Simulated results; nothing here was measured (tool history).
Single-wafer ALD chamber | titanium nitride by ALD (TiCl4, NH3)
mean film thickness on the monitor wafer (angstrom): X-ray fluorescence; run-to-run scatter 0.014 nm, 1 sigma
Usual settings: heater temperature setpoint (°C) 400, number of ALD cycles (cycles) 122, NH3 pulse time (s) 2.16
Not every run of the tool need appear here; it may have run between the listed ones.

run	hour	heater temperature setpoint (°C)	number of ALD cycles (cycles)	NH3 pulse time (s)	read-back reference wafer on the same gauge, thickness_nm	mean film thickness on the monitor wafer (angstrom)
1	0.0	400	122	2.16	2.450	26.18
2	86.6	400	122	2.16	2.453	25.99
3	149.3	400	122	2.16	2.450	26.02
# hour 186.8: gauge calibrated
4	255.4	400	122	2.16	2.451	26.21
5	304.0	400	122	2.16	2.447	26.19
6	617.5	400	122	2.16	2.453	26.15
7	684.6	400	122	2.16	2.450	26.13
8	721.6	400	122	2.16	2.445	26.27
9	824.3	400	122	2.16	2.451	25.89
10	896.2	400	122	2.16	2.444	26.27
11	984.4	400	122	2.72	2.448	26.29
12	1048.8	400	122	2.16	2.449	26.21
13	1095.1	393	122	2.16	2.453	26.13
14	1158.2	400	122	2.16	2.451	25.77
# hour 1179.0: showerhead replaced
15	1251.3	389	138	2.93	2.449	29.68
16	1411.3	400	122	2.16	2.452	26.12
17	1467.5	411	122	2.16	2.450	26.25
18	1563.6	413	146	2.54	2.446	31.44
19	1662.2	400	122	2.16	2.446	26.03
# hour 1709.5: thermocouple changed; heater temperature recalibrated
20	1728.4	389	137	1.92	2.451	28.89
# hour 1799.4: gauge calibrated
21	1821.2	388	132	1.32	2.454	27.34
22	1902.2	400	141	2.16	2.452	30.19
23	2080.8	406	122	1.50	2.451	25.80
24	2134.9	400	122	2.16	2.450	26.41
25	2184.0	386	129	1.81	2.447	27.16
26	2231.8	392	122	2.16	2.454	26.00
27	2330.3	389	122	1.65	2.452	25.46

Consider 5 possible next runs. They are alternatives, not a sequence: every one starts from the tool as it was left by run 27. What does each give?
A	2331.0	400	122	2.16	?	?
B	2331.0	400	122	1.68	?	?
C	2331.0	400	114	2.16	?	?
D	2331.0	400	122	1.89	?	?
E	2331.0	400	108	2.16	?	?

run	read-back reference wafer on the same gauge, thickness_nm	mean film thickness on the monitor wafer (angstrom)
A	2.451	26.07
B	2.451	25.86
C	2.451	24.36
D	2.451	25.96
E	2.451	23.08
The same runs, with their run-to-run variation unchanged, on a tool lacking any hidden condition would have given:
run	mean film thickness on the monitor wafer (angstrom)
A	26.07
B	25.86
C	24.36
D	25.96
E	23.08

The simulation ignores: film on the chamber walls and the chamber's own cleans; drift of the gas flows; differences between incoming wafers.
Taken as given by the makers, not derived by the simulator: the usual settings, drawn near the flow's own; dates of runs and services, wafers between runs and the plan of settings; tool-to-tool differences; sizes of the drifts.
